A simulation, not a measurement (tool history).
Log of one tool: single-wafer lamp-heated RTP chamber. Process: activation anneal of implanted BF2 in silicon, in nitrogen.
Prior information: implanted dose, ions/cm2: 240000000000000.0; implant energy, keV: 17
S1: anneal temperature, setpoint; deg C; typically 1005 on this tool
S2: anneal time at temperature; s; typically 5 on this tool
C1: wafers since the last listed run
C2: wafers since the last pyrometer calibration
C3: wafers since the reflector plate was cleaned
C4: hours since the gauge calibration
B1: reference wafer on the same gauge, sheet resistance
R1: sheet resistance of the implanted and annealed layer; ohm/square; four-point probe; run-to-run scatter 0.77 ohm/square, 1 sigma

run 1 hour=0 | S1=1005 S2=5 | C1=0 C2=262 C3=262 C4=1378.2 | B1=569.14 | R1=507.79
-- hour=17.6 gauge calibrated
run 2 hour=34.3 | S1=1005 S2=5 | C1=299 C2=561 C3=561 C4=16.7 | B1=575.88 | R1=512.93
run 3 hour=104.7 | S1=1005 S2=7 | C1=615 C2=1177 C3=1177 C4=87.1 | B1=575.28 | R1=513.54
run 4 hour=150.6 | S1=1005 S2=7 | C1=401 C2=1578 C3=1578 C4=133 | B1=575.38 | R1=513.74
run 5 hour=221.1 | S1=1005 S2=7 | C1=616 C2=2194 C3=2194 C4=203.5 | B1=574.66 | R1=511.45
run 6 hour=247.9 | S1=1005 S2=5 | C1=234 C2=2428 C3=2428 C4=230.3 | B1=574.54 | R1=513.06
run 7 hour=295 | S1=1005 S2=5 | C1=411 C2=2840 C3=2840 C4=277.4 | B1=574.62 | R1=512.16
run 8 hour=358.7 | S1=1005 S2=5 | C1=556 C2=3397 C3=3397 C4=341.1 | B1=574.34 | R1=511.72
run 9 hour=406.3 | S1=1005 S2=5 | C1=416 C2=3813 C3=3813 C4=388.7 | B1=574.34 | R1=511
run 10 hour=471 | S1=1005 S2=5 | C1=565 C2=4378 C3=4378 C4=453.4 | B1=573.57 | R1=510.15
-- hour=502.2 pyrometer window cleaned and pyrometer calibrated
run 11 hour=502.7 | S1=1005 S2=5 | C1=207 C2=4 C3=4586 C4=485.1 | B1=573.67 | R1=510.67
run 12 hour=542 | S1=1005 S2=5 | C1=343 C2=348 C3=4929 C4=524.4 | B1=573.51 | R1=511.25
run 13 hour=574.6 | S1=1005 S2=5 | C1=284 C2=633 C3=5214 C4=557 | B1=573.08 | R1=509.73
run 14 hour=636.9 | S1=1025 S2=4 | C1=544 C2=1177 C3=5759 C4=619.3 | B1=572.74 | R1=514.08
run 15 hour=669 | S1=1005 S2=8 | C1=280 C2=1458 C3=6039 C4=651.4 | B1=572.84 | R1=510.07
run 16 hour=726.2 | S1=986 S2=8 | C1=499 C2=1958 C3=6539 C4=708.6 | B1=572.73 | R1=511.3
run 17 hour=761.5 | S1=1005 S2=5 | C1=308 C2=2266 C3=6848 C4=743.9 | B1=572.34 | R1=510.4
run 18 hour=825.5 | S1=1026 S2=5 | C1=559 C2=2826 C3=7407 C4=807.9 | B1=572.08 | R1=512.7
run 19 hour=872.3 | S1=1014 S2=7 | C1=409 C2=3235 C3=7816 C4=854.7 | B1=571.88 | R1=509.95
run 20 hour=941.6 | S1=989 S2=5 | C1=605 C2=3840 C3=8422 C4=924 | B1=571.59 | R1=508.73
run 21 hour=1012.8 | S1=1016 S2=5 | C1=622 C2=4463 C3=9044 C4=995.2 | B1=571.18 | R1=510.39
run 22 hour=1057.9 | S1=1005 S2=5 | C1=394 C2=4857 C3=9438 C4=1040.3 | B1=571 | R1=509.49
-- hour=1062.9 gauge calibrated
-- hour=1071.8 pyrometer window cleaned and pyrometer calibrated
-- hour=1076.5 reflector plate cleaned
run 23 hour=1115.7 | S1=986 S2=7 | C1=394 C2=342 C3=342 C4=52.8 | B1=574.83 | R1=514.32
run 24 hour=1171.4 | S1=977 S2=3 | C1=486 C2=829 C3=829 C4=108.5 | B1=574.31 | R1=520.56
run 25 hour=1200.1 | S1=1025 S2=4 | C1=250 C2=1080 C3=1080 C4=137.2 | B1=574.3 | R1=515.27
run 26 hour=1339.6 | S1=1005 S2=5 | C1=1219 C2=2299 C3=2299 C4=276.7 | B1=573.64 | R1=511.88
run 27 hour=1397.5 | S1=1023 S2=4 | C1=506 C2=2805 C3=2805 C4=334.6 | B1=573.57 | R1=514.1

Branching from run 27: 4 alternative next runs. What would each branch give?
run A hour=1397.9 | S1=1033 S2=5 | C1=3 C2=2809 C3=2809 C4=335 | B1=? | R1=?
run B hour=1397.9 | S1=1035 S2=3 | C1=3 C2=2809 C3=2809 C4=335 | B1=? | R1=?
run C hour=1397.9 | S1=993 S2=6 | C1=3 C2=2809 C3=2809 C4=335 | B1=? | R1=?
run D hour=1397.9 | S1=1016 S2=3 | C1=3 C2=2809 C3=2809 C4=335 | B1=? | R1=?

run=A B1=573.49 R1=513.62
run=B B1=573.49 R1=515.05
run=C B1=573.49 R1=509.89
run=D B1=573.49 R1=511.88
Without the tool's hidden state the same runs would have given:
run=A R1=515.9
run=B R1=517.33
run=C R1=512.15
run=D R1=514.15
